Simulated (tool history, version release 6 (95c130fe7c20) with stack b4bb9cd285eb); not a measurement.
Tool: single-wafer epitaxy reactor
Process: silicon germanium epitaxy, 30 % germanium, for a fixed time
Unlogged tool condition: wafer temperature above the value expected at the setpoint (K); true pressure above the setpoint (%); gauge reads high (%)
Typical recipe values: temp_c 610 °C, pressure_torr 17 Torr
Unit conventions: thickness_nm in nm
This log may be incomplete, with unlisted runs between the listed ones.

run,hour,temp_c,pressure_torr,wafers since the last listed run,hours since the last pyrometer calibration,hours since the last manometer calibration,hours since the showerhead was replaced,hours since the gauge calibration,"read-back reference wafer on the same gauge, thickness_nm",thickness_nm
1,0,610,17,0,747,844,5374.5,391.8,54.977,60.525
2,33.1,610,17,404,780.1,877.1,5407.6,424.9,55.056,60.67
3,54.7,610,17,263,801.7,898.7,5429.2,446.5,55.017,60.436
4,145.4,601,19.6,1107,892.4,989.4,5519.9,537.2,54.984,54.185
5,168.4,610,17,280,915.4,1012.4,5542.9,560.2,54.999,59.715
6,186,610,17,214,933,1030,5560.5,577.8,54.982,59.963
7,199.7,610,17,167,946.7,1043.7,5574.2,591.5,55.099,60
8,217.8,610,14,220,964.8,1061.8,5592.3,609.6,55.03,53.758
9,239.1,610,20.2,260,986.1,1083.1,5613.6,630.9,55.003,65.749
10,252.9,610,20.2,168,999.9,1096.9,5627.4,644.7,54.955,65.576
# hour 316.1: gauge calibrated
11,360.3,598,20.2,1311,1107.3,1204.3,5734.8,44.2,54.956,51.034
12,382.9,598,20.2,275,1129.9,1226.9,5757.4,66.8,55.074,50.897
13,415.8,598,20.2,401,1162.8,1259.8,5790.3,99.7,55.008,50.998
14,428.1,598,13.8,150,1175.1,1272.1,5802.6,112,54.988,40.879
15,443.8,610,17,191,1190.8,1287.8,5818.3,127.7,54.958,59
16,476.2,610,17,395,1223.2,1320.2,5850.7,160.1,54.999,58.898
# hour 491.3: capacitance manometer re-zeroed and calibrated
17,508,610,17,290,1255,16.7,5882.5,191.9,55.099,57.363
18,541.1,610,17,404,1288.1,49.8,5915.6,225,54.945,57.274
19,574.4,620,14.1,406,1321.4,83.1,5948.9,258.3,54.911,62.699
20,593.6,622,19.6,234,1340.6,102.3,5968.1,277.5,54.911,78.282
# hour 607.7: showerhead replaced
# hour 615.2: capacitance manometer re-zeroed and calibrated, repeated, since the last time left the tool worse
21,623.4,618,17,174,1370.4,8.2,15.7,307.3,55.035,72.121
22,649.3,610,20.2,316,1396.3,34.1,41.6,333.2,54.994,66.591
23,661.7,605,14.5,151,1408.7,46.5,54,345.6,55.024,49.796
# hour 690: pyrometer calibrated
24,696.3,610,14,324,6.3,81.1,88.6,380.2,55.06,54.22
25,722.3,610,15.6,317,32.3,107.1,114.6,406.2,54.921,58.241
26,739.5,614,21.2,209,49.5,124.3,131.8,423.4,55.015,74.725
27,752.4,603,19.9,157,62.4,137.2,144.7,436.3,54.964,57.12
28,781.6,610,17,356,91.6,166.4,173.9,465.5,54.955,60.937
29,800.2,610,17,227,110.2,185,192.5,484.1,55.058,61.124
30,815,617,19.8,180,125,199.8,207.3,498.9,55.009,76.048
31,829.2,610,15.6,173,139.2,214,221.5,513.1,54.975,58.17
32,849.2,610,20,244,159.2,234,241.5,533.1,54.987,66.712
33,868.2,598,14.5,231,178.2,253,260.5,552.1,54.953,43.228
34,885.3,597,14.3,208,195.3,270.1,277.6,569.2,55.016,41.792
35,911.2,610,18.3,316,221.2,296,303.5,595.1,55.032,63.274

How would selected steps in thickness_nm from run to run divide? Give the signed amount a tool lacking its hidden state would still show from settings, what came in and random variation, and the signed amount left for the hidden state, including any gauge scatter that is not in both of the compared results.
Run 14 -> 15: temp_c 598 -> 610, pressure_torr 13.8 -> 17. thickness_nm +18.121 nm: hidden state -0.573, all else +18.694.
Run 16 -> 17: capacitance manometer re-zeroed and calibrated. thickness_nm -1.535 nm: hidden state -1.854, all else +0.319.
Run 19 -> 20: temp_c 620 -> 622, pressure_torr 14.1 -> 19.6. thickness_nm +15.583 nm: hidden state -1.016, all else +16.599.
Run 20 -> 21: temp_c 622 -> 618, pressure_torr 19.6 -> 17, showerhead replaced, capacitance manometer re-zeroed and calibrated, repeated, since the last time left the tool worse. thickness_nm -6.161 nm: hidden state +4.83, all else -10.991.
Run 32 -> 33: temp_c 610 -> 598, pressure_torr 20 -> 14.5. thickness_nm -23.484 nm: hidden state +0.098, all else -23.582.
Run 34 -> 35: temp_c 597 -> 610, pressure_torr 14.3 -> 18.3. thickness_nm +21.482 nm: hidden state -0.121, all else +21.603.
